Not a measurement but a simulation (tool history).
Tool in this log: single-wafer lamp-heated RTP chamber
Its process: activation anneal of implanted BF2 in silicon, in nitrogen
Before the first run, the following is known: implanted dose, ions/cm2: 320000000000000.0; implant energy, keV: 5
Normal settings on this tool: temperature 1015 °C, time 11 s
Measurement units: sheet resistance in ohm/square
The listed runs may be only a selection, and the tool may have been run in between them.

run      day  temperature  time  wafers since the last listed run  wafers since the last pyrometer calibration  wafers since the reflector plate was cleaned  hours since the gauge calibration  read-back reference wafer on the same gauge, sheet resistance  sheet resistance
  1        0          992    11                                 0                                         2460                                          5237                              276.8                                                         434.49            518.32
      10.612  -- reflector plate cleaned
      13.558  -- pyrometer window cleaned and pyrometer calibrated
  2   13.579          992    11                              4650                                            8                                           948                              602.7                                                         433.92            526.23
  3   15.483         1015    11                               685                                          693                                          1634                              648.4                                                         434.14            469.39
  4   18.979         1015    11                              1259                                         1952                                          2893                              732.3                                                         434.03            466.41
  5   20.654         1015    11                               603                                         2556                                          3496                              772.5                                                         433.97            466.51
  6   24.133         1015    11                              1252                                         3809                                          4749                                856                                                         434.23             469.3
  7   26.429         1015    11                               826                                         4635                                          5576                              911.1                                                         434.17            463.29
  8   29.083         1015    11                               955                                         5591                                          6532                              974.8                                                         434.13             465.9
  9   32.188         1015    11                              1117                                         6709                                          7650                             1049.3                                                         433.69            465.01
 10   35.921         1015    11                              1344                                         8054                                          8994                             1138.9                                                         433.53            462.03
      37.217  -- pyrometer window cleaned and pyrometer calibrated
      37.546  -- reflector plate cleaned
 11   38.367          995    11                               642                                          295                                           295                             1197.6                                                         433.84            521.15
 12   44.821          995    11                              2324                                         2619                                          2619                             1352.5                                                         433.75            509.51
 13   47.533          995    11                               976                                         3596                                          3596                             1417.6                                                         433.94            507.99
 14   53.658         1015    11                              2205                                         5802                                          5802                             1564.6                                                         434.04            464.28
      54.542  -- gauge calibrated
 15   56.146         1015    11                               895                                         6698                                          6698                               38.5                                                         433.41            463.22
       57.95  -- reflector plate cleaned
 16   58.225         1030     6                               628                                         7327                                            98                               88.4                                                         433.61            479.19
 17   60.862         1030     6                               949                                         8277                                          1048                              151.7                                                         433.94            474.94
      64.142  -- pyrometer window cleaned and pyrometer calibrated
 18   64.333         1005     5                              1129                                           68                                          2178                                235                                                         434.14            536.13
 19   68.533         1015    11                              1512                                         1581                                          3690                              335.8                                                         433.68            465.62
 20   72.471         1015    11                              1418                                         2999                                          5108                              430.3                                                         434.02            464.81
 21   75.067         1001     5                               934                                         3934                                          6043                              492.6                                                         434.04            542.16
 22   79.392         1040    15                              1557                                         5491                                          7601                              596.4                                                         434.19            408.47
 23   82.542          990     6                              1134                                         6626                                          8735                                672                                                         433.66            559.19
 24   84.358         1030     6                               654                                         7280                                          9390                              715.6                                                         434.05            468.66
      84.833  -- reflector plate cleaned
      85.179  -- pyrometer window cleaned and pyrometer calibrated
 25   87.892         1006    14                              1032                                          976                                           982                              800.4                                                         434.11            477.89
 26   89.558         1015    11                               600                                         1576                                          1582                              840.4                                                         434.22            470.35
 27   92.646         1015    16                              1111                                         2688                                          2694                              914.5                                                         434.05            448.57
 28   95.696         1007    16                              1098                                         3786                                          3792                              987.7                                                         434.23            461.91
 29   97.596         1015    11                               684                                         4471                                          4476                             1033.3                                                         434.25            465.83
 30   99.683         1015    11                               751                                         5223                                          5228                             1083.4                                                         433.68            464.11
 31  101.188         1002    11                               541                                         5764                                          5770                             1119.5                                                         433.92            491.38
 32  104.525         1039     8                              1201                                         6966                                          6972                             1199.6                                                         433.78            439.51
     105.475  -- pyrometer window cleaned and pyrometer calibrated
       106.3  -- reflector plate cleaned
 33  108.788         1007     6                              1295                                         1073                                           895                             1301.9                                                         433.97            528.25
 34  110.504         1007     6                               618                                         1691                                          1513                             1343.1                                                          433.9            523.06
 35  112.146         1031    15                               591                                         2282                                          2104                             1382.5                                                         434.05            425.17
 36    114.5          992    14                               847                                         3130                                          2952                               1439                                                         433.66            506.17

What was the tool's hidden state at every run in the log?
true wafer temperature minus pyrometer reading, K: 0, the same for each run
gauge reads high (%): 0, the same for each run
H1: wafer temperature error from the tarnished reflector plate, K
run     H1
  1   6.86
  2   2.61
  3   3.72
  4   5.17
  5   5.66
  6   6.41
  7   6.75
  8   7.03
  9   7.26
 10   7.44
 11   1.95
 12   5.75
 13   6.62
 14   7.75
 15   8.01
 16  0.462
 17   2.53
 18   4.39
 19   5.76
 20   6.53
 21   6.86
 22   7.22
 23   7.38
 24   7.45
 25    3.2
 26   4.18
 27   5.51
 28    6.4
 29   6.81
 30   7.15
 31   7.35
 32   7.67
 33   2.32
 34    3.4
 35   4.22
 36   5.15
